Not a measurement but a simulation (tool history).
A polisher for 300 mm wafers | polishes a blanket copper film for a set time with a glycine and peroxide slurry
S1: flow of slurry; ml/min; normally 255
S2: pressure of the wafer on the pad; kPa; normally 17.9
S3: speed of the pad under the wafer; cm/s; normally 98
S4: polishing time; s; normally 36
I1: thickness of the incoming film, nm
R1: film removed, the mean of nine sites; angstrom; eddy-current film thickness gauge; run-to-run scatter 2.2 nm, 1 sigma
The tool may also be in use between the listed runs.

run     day   S1    S2   S3  S4      I1    R1
  1   0.000  255  17.9   98  36  1635.0  2018
  2   4.496  255  17.9   98  36  1649.1  1818
      4.758  -- worn pad replaced by a new one
  3   5.146  255  17.9   98  36  1685.0  1976
  4   8.796  255  17.9   98  36  1655.6  1795
      9.417  -- worn pad replaced by a new one
      9.842  -- slurry nozzle cleaned
  5  10.275  255  17.9   98  30  1678.4  1648
     10.833  -- head pressure recalibrated
  6  11.167  255  17.9   98  30  1692.0  1614
  7  12.650  255  17.9   98  30  1682.9  1584
  8  13.388  175  23.4   98  36  1679.1  2158
     14.188  -- worn pad replaced by a new one
  9  14.421  335  17.9   68  48  1638.7  2126
 10  15.729  255  17.9   66  28  1691.1  1117
 11  16.929  255  17.9   98  33  1647.9  1774
 12  17.596  255  17.9   98  36  1659.0  1881
 13  19.158  315  17.9   98  36  1653.8  1948
     19.517  -- worn pad replaced by a new one
 14  20.304  255  14.5   98  45  1652.3  2177
 15  20.829  255  14.5  118  41  1645.1  2258

Each row is a separate what-if for the run after 15, all from the same tool condition, not one after another. Results?
  A  20.846  255  17.9  98  36  1667.0   ?
  B  20.846  255  20.7  98  36  1667.0   ?
  C  20.846  190  13.1  90  25  1667.0   ?
  D  20.846  255  13.1  98  28  1667.0   ?

run    R1
  A  1978
  B  2189
  C  1003
  D  1252
Take away the tool's hidden state, keep each run's random variation, and the runs would have read:
run    R1
  A  2137
  B  2364
  C  1087
  D  1352
